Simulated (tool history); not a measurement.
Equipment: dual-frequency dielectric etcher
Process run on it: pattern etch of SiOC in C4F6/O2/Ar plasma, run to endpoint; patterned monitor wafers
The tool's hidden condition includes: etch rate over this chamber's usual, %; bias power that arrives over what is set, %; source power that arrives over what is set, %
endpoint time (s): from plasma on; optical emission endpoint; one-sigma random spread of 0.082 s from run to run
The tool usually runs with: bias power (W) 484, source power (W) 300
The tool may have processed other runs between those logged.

run,hour,bias power (W),source power (W),wafers since the last listed run,hours since the last wet clean,hours since the last bias power generator calibration,hours since the last source power generator calibration,hours since the last upper electrode change,"incoming incoming film thickness, nm",endpoint time (s)
1,0,484,300,0,169.7,1756,1363.2,4898.1,52.3,19.5
2,20,484,300,325,189.7,1776,1383.2,4918.1,52.8,19.8
3,35,484,300,244,204.7,1791,1398.2,4933.1,52.8,19.9
4,50.8,484,300,257,220.5,1806.8,1414,4948.9,52.5,19.5
5,78.8,484,300,455,248.5,1834.8,1442,4976.9,53,20
6,104.5,527,250,418,274.2,1860.5,1467.7,5002.6,52.4,20.8
7,130.9,484,300,429,300.6,1886.9,1494.1,5029,53.1,20.2
8,155.2,484,300,395,324.9,1911.2,1518.4,5053.3,52.6,20
9,176,484,300,338,345.7,1932,1539.2,5074.1,52.9,20.2
10,209.2,484,300,540,378.9,1965.2,1572.4,5107.3,52.6,20
# hour 245: wet clean of the chamber
11,245.5,484,300,200,0.5,2001.5,1608.7,5143.6,52.5,19.3
# hour 288.2: source power generator calibrated
12,305.2,484,300,906,60.2,2061.2,17,5203.3,52.7,19.4
13,324.1,382,240,307,79.1,2080.1,35.9,5222.2,52.4,23.4
14,422.4,540,230,1599,177.4,2178.4,134.2,5320.5,52.3,21.3
15,457.2,530,250,566,212.2,2213.2,169,5355.3,53.1,20.9
16,473.9,484,340,271,228.9,2229.9,185.7,5372,53.2,18.9
17,504,484,300,489,259,2260,215.8,5402.1,52.7,19.8
18,538.3,441,330,558,293.3,2294.3,250.1,5436.4,52.4,19.6
19,550.4,424,260,196,305.4,2306.4,262.2,5448.5,52.9,22.5
# hour 600.2: upper electrode replaced
# hour 601.9: bias power generator calibrated
20,602.4,365,250,429,357.4,0.5,314.2,2.2,53,24.1
21,617.6,519,250,247,372.6,15.7,329.4,17.4,52.6,21.2
# hour 663.7: wet clean of the chamber
22,664.2,565,260,367,0.5,62.3,376,64,52.7,19.5
23,687.2,535,330,374,23.5,85.3,399,87,53.3,18
24,708.7,484,300,349,45,106.8,420.5,108.5,52.6,19.4
25,728.7,406,370,325,65,126.8,440.5,128.5,52.6,19
26,763.9,484,300,572,100.2,162,475.7,163.7,52.7,19.6
27,788.5,422,230,400,124.8,186.6,500.3,188.3,52.5,23.3
28,815.2,484,300,434,151.5,213.3,527,215,52.7,19.6
29,840.3,447,330,408,176.6,238.4,552.1,240.1,52.7,19.4
30,853.1,484,300,208,189.4,251.2,564.9,252.9,52.3,19.5
31,881.1,536,360,455,217.4,279.2,592.9,280.9,52.5,17.4
32,899,585,350,291,235.3,297.1,610.8,298.8,52.7,17.3
33,931.2,484,300,524,267.5,329.3,643,331,52.5,19.7
34,952,579,240,338,288.3,350.1,663.8,351.8,52.5,20.4
# hour 1003.9: wet clean of the chamber
35,1004.4,484,300,462,0.5,402.5,716.2,404.2,52.6,19.3
36,1011,575,370,107,7.1,409.1,722.8,410.8,52.3,16.5

3 options for the next run, each taken on its own from the tool as it stands now. Forecast them:
A,1011.4,484,300,6,7.5,409.5,723.2,411.2,53.2,?
B,1011.4,577,350,6,7.5,409.5,723.2,411.2,53.2,?
C,1011.4,451,240,6,7.5,409.5,723.2,411.2,53.2,?

run,endpoint time (s)
A,19.7
B,17.3
C,22.4
Stripped of hidden state, with their random variation kept, the same runs would have yielded:
run,endpoint time (s)
A,19.7
B,17.2
C,22.4
